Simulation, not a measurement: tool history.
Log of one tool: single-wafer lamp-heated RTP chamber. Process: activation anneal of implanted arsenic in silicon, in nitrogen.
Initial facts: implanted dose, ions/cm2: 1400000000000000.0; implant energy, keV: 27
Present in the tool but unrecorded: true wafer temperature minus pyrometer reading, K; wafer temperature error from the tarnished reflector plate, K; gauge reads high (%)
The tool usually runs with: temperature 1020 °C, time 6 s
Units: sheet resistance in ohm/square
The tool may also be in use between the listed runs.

run   hour  temperature  time  wafers since the last listed run  wafers since the last pyrometer calibration  wafers since the reflector plate was cleaned  hours since the gauge calibration  read-back reference wafer on the same gauge, sheet resistance  sheet resistance
  1    0.0         1038     8                                 0                                         2147                                          8254                              193.1                                                         109.99            101.32
  2    7.3         1037     6                                76                                         2223                                          8331                              200.4                                                         110.00            103.42
  3   17.8         1020     6                               109                                         2333                                          8441                              210.9                                                         109.96            106.89
  4   26.0         1020     6                                85                                         2419                                          8527                              219.1                                                         109.98            107.03
  5   32.8         1020     6                                71                                         2490                                          8598                              225.9                                                         110.02            107.11
  6   40.8         1020     6                                83                                         2574                                          8682                              233.9                                                         109.96            106.84
  7   51.4         1020     6                               111                                         2685                                          8793                              244.5                                                         110.04            106.86
  8   59.1         1020     7                                80                                         2766                                          8873                              252.2                                                         110.03            105.63
  9   75.0         1020     6                               166                                         2932                                          9040                              268.1                                                         109.97            106.55
 10   89.9         1020     6                               156                                         3088                                          9196                              283.0                                                         109.96            106.40
 11  101.3         1020     6                               119                                         3208                                          9315                              294.4                                                         109.97            106.48
 12  112.4         1020     6                               116                                         3324                                          9432                              305.5                                                         110.02            106.58
 13  125.7         1020     6                               139                                         3463                                          9571                              318.8                                                         109.94            106.57
     125.7  -- gauge calibrated
     142.1  -- pyrometer window cleaned and pyrometer calibrated
 14  142.6         1020     6                                93                                            5                                          9664                               16.9                                                         109.99            107.29
 15  154.9         1020     6                               128                                          133                                          9793                               29.2                                                         110.07            106.76
 16  172.4         1020     6                               183                                          317                                          9976                               46.7                                                         109.94            107.12
 17  212.2         1020     6                               416                                          734                                         10393                               86.5                                                         110.02            107.02
 18  228.5         1001     3                               170                                          904                                         10564                              102.8                                                         109.99            116.64
 19  241.2         1020     6                               133                                         1037                                         10697                              115.5                                                         110.04            106.87
 20  247.2          998     3                                62                                         1100                                         10760                              121.5                                                         109.98            117.54
 21  257.7         1020     6                               109                                         1210                                         10869                              132.0                                                         110.00            106.49
 22  274.7         1000     6                               178                                         1388                                         11048                              149.0                                                         110.02            111.87
 23  289.7         1020     6                               157                                         1545                                         11205                              164.0                                                         109.95            106.61
 24  303.5         1011     6                               144                                         1690                                         11349                              177.8                                                         109.99            108.58
 25  310.0         1007     4                                68                                         1758                                         11417                              184.3                                                         109.98            112.56
 26  317.3         1020     6                                76                                         1834                                         11494                              191.6                                                         109.99            106.84
 27  327.4         1045     5                               105                                         1940                                         11599                              201.7                                                         109.98            103.10
 28  344.9         1008     5                               183                                         2123                                         11783                              219.2                                                         109.96            110.08
     363.0  -- reflector plate cleaned
 29  363.5         1012     3                               111                                         2234                                             5                              237.8                                                         110.00            115.72
 30  374.7         1043     9                               117                                         2352                                           122                              249.0                                                         109.94            100.21
 31  387.1         1020     6                               129                                         2481                                           252                              261.4                                                         109.96            108.18

Run 32 has not been measured yet. What should we expect?
 32  399.0         1039     3                               124                                         2606                                           377                              273.3                                                              ?                 ?

read-back reference wafer on the same gauge, sheet resistance: 110.04
sheet resistance: 109.29 ohm/square
On a tool with no hidden condition, and with the same random variation, this run would have come out at sheet resistance 109.98 ohm/square.

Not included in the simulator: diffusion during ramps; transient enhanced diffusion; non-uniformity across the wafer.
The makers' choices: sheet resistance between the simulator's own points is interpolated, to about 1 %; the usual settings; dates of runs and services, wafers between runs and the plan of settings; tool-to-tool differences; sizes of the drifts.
